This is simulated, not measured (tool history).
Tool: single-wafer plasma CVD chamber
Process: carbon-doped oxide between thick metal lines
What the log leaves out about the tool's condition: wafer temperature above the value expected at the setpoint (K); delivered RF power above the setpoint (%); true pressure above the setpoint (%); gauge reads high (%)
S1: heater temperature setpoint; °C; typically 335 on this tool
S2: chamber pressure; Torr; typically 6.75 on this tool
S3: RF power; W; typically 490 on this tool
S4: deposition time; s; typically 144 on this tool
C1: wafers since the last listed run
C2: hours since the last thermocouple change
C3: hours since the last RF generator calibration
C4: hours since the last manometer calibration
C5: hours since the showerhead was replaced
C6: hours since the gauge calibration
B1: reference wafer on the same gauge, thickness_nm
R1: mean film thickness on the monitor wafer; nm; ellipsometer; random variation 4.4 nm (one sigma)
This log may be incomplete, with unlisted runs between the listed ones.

Run 1, day 0: usual settings; C1 0; C2 826.9; C3 1156.2; C4 1696; C5 6143.3; C6 554.7; B1 906.125. Result: R1 784.595 nm.
Run 2, day 3.842: usual settings; C1 722; C2 919.1; C3 1248.4; C4 1788.2; C5 6235.5; C6 646.9; B1 906.499. Result: R1 785.712 nm.
Run 3, day 5.671: usual settings; C1 343; C2 963; C3 1292.3; C4 1832.1; C5 6279.4; C6 690.8; B1 905.948. Result: R1 781.561 nm.
Run 4, day 8.138: usual settings but S4 162 s; C1 463; C2 1022.2; C3 1351.5; C4 1891.3; C5 6338.6; C6 750; B1 905.654. Result: R1 880.897 nm.
Run 5, day 11.008: usual settings but S4 162 s; C1 539; C2 1091.1; C3 1420.4; C4 1960.2; C5 6407.5; C6 818.9; B1 906.309. Result: R1 880.215 nm.
At day 11.083: gauge calibrated.
At day 13.742: capacitance manometer re-zeroed and calibrated.
Run 6, day 13.762: usual settings but S4 162 s; C1 454; C2 1157.2; C3 1486.5; C4 0.5; C5 6473.6; C6 64.3; B1 906.752. Result: R1 881.291 nm.
Run 7, day 16.292: usual settings but S4 122 s; C1 475; C2 1217.9; C3 1547.2; C4 61.2; C5 6534.3; C6 125; B1 906.302. Result: R1 664.709 nm.
Run 8, day 17.304: usual settings but S3 470 W, S4 164 s; C1 190; C2 1242.2; C3 1571.5; C4 85.5; C5 6558.6; C6 149.3; B1 906.278. Result: R1 857.152 nm.
Run 9, day 18.879: usual settings; C1 296; C2 1280; C3 1609.3; C4 123.3; C5 6596.4; C6 187.1; B1 905.35. Result: R1 777.716 nm.
At day 20.138: RF generator calibrated.
Run 10, day 20.796: usual settings but S1 328 °C, S2 7.19 Torr, S4 160 s; C1 297; C2 1326; C3 15.8; C4 169.3; C5 6642.4; C6 233.1; B1 906.654. Result: R1 928.866 nm.
At day 21.7: thermocouple changed; heater temperature recalibrated.
Run 11, day 22.879: usual settings but S4 167 s; C1 328; C2 28.3; C3 65.8; C4 219.3; C5 6692.4; C6 283.1; B1 906.042. Result: R1 949.462 nm.
Run 12, day 24.217: usual settings but S1 329 °C, S2 7.7 Torr, S4 135 s; C1 251; C2 60.4; C3 97.9; C4 251.4; C5 6724.5; C6 315.2; B1 906.588. Result: R1 788.774 nm.
At day 25.183: showerhead replaced.
Run 13, day 25.942: usual settings but S1 324 °C, S3 395 W; C1 261; C2 101.8; C3 139.3; C4 292.8; C5 18.2; C6 356.6; B1 906.454. Result: R1 724.379 nm.
Run 14, day 28.925: usual settings; C1 560; C2 173.4; C3 210.9; C4 364.4; C5 89.8; C6 428.2; B1 906.047. Result: R1 810.042 nm.
Run 15, day 31.917: usual settings but S1 344 °C; C1 562; C2 245.2; C3 282.7; C4 436.2; C5 161.6; C6 500; B1 906.48. Result: R1 791.399 nm.
Run 16, day 33.767: usual settings but S1 349 °C; C1 347; C2 289.6; C3 327.1; C4 480.6; C5 206; C6 544.4; B1 906.478. Result: R1 778.18 nm.
Run 17, day 34.779: usual settings but S1 349 °C, S3 440 W; C1 190; C2 313.9; C3 351.4; C4 504.9; C5 230.3; C6 568.7; B1 906.463. Result: R1 732.793 nm.

Forecast each of these 4 alternatives for the next run:
Run A, day 34.796: usual settings but S1 324 °C; C1 3; C2 314.3; C3 351.8; C4 505.3; C5 230.7; C6 569.1; B1 ?. Result: R1 ?.
Run B, day 34.796: usual settings but S3 450 W; C1 3; C2 314.3; C3 351.8; C4 505.3; C5 230.7; C6 569.1; B1 ?. Result: R1 ?.
Run C, day 34.796: usual settings but S2 5.29 Torr, S3 410 W, S4 126 s; C1 3; C2 314.3; C3 351.8; C4 505.3; C5 230.7; C6 569.1; B1 ?. Result: R1 ?.
Run D, day 34.796: usual settings but S3 545 W; C1 3; C2 314.3; C3 351.8; C4 505.3; C5 230.7; C6 569.1; B1 ?. Result: R1 ?.

run       B1       R1
  A  905.942  835.837
  B  905.942  768.351
  C  905.942  604.383
  D  905.942  863.131
Without the tool's unlogged condition, the same runs would have read:
run       R1
  A  850.333
  B  783.838
  C  616.565
  D  877.777

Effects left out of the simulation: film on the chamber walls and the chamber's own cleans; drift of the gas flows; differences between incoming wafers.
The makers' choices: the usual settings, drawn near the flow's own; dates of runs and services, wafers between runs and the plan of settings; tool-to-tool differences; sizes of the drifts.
